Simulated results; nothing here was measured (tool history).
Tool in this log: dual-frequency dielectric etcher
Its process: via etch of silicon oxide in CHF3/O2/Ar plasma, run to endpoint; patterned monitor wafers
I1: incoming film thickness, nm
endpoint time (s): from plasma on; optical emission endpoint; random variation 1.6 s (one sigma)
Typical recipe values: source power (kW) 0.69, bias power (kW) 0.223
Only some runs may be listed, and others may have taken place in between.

Run 1, hour 0: usual settings; I1 586.9. Result: endpoint time (s) 249.2.
Run 2, hour 154.3: usual settings; I1 587.8. Result: endpoint time (s) 253.4.
Run 3, hour 222.9: usual settings; I1 588.9. Result: endpoint time (s) 254.1.
Run 4, hour 271.7: usual settings but source power (kW) 0.73; I1 593. Result: endpoint time (s) 253.
At hour 314.7: wet clean of the chamber.
Run 5, hour 315.2: usual settings but source power (kW) 0.73; I1 589. Result: endpoint time (s) 236.5.
Run 6, hour 341: usual settings but source power (kW) 0.73; I1 592. Result: endpoint time (s) 238.5.
Run 7, hour 401.3: usual settings; I1 584.2. Result: endpoint time (s) 243.5.
Run 8, hour 447.3: usual settings; I1 594.7. Result: endpoint time (s) 250.3.
At hour 451.7: bias power generator calibrated.
Run 9, hour 478: usual settings; I1 588.9. Result: endpoint time (s) 250.3.
At hour 482.3: source power generator calibrated.
Run 10, hour 535.1: usual settings but bias power (kW) 0.192; I1 594.2. Result: endpoint time (s) 265.7.
Run 11, hour 572.7: usual settings; I1 595.7. Result: endpoint time (s) 253.7.
Run 12, hour 626: usual settings but source power (kW) 0.74, bias power (kW) 0.247; I1 587.7. Result: endpoint time (s) 239.3.
Run 13, hour 663.3: usual settings; I1 587.5. Result: endpoint time (s) 253.1.
Run 14, hour 740.6: usual settings but source power (kW) 0.8, bias power (kW) 0.269; I1 591.2. Result: endpoint time (s) 229.1.
At hour 825.6: upper electrode replaced.
At hour 839.9: wet clean of the chamber.
Run 15, hour 840.4: usual settings; I1 590.3. Result: endpoint time (s) 244.2.
Run 16, hour 858.5: usual settings but source power (kW) 0.74, bias power (kW) 0.265; I1 583.8. Result: endpoint time (s) 224.4.
Run 17, hour 898.6: usual settings but source power (kW) 0.55, bias power (kW) 0.172; I1 591. Result: endpoint time (s) 295.4.
Run 18, hour 959.2: usual settings but source power (kW) 0.8, bias power (kW) 0.275; I1 596.9. Result: endpoint time (s) 219.2.
Run 19, hour 1017.7: usual settings but source power (kW) 0.52, bias power (kW) 0.181; I1 592.8. Result: endpoint time (s) 305.2.
Run 20, hour 1047.3: usual settings but source power (kW) 0.79, bias power (kW) 0.17; I1 586.1. Result: endpoint time (s) 261.6.
Run 21, hour 1090.4: usual settings but bias power (kW) 0.206; I1 589.1. Result: endpoint time (s) 257.2.

Forecast each of these 4 alternatives for the next run:
Run A, hour 1090.9: usual settings; I1 588.8. Result: endpoint time (s) ?.
Run B, hour 1090.9: usual settings but source power (kW) 0.74; I1 588.8. Result: endpoint time (s) ?.
Run C, hour 1090.9: usual settings but source power (kW) 0.53, bias power (kW) 0.193; I1 588.8. Result: endpoint time (s) ?.
Run D, hour 1090.9: usual settings but source power (kW) 0.58, bias power (kW) 0.278; I1 588.8. Result: endpoint time (s) ?.

run  endpoint time (s)
  A              250.7
  B              243.4
  C              295.1
  D              250.3
Without the tool's hidden state the same runs would have given:
run  endpoint time (s)
  A              244.5
  B              237.3
  C              287.7
  D              244.1
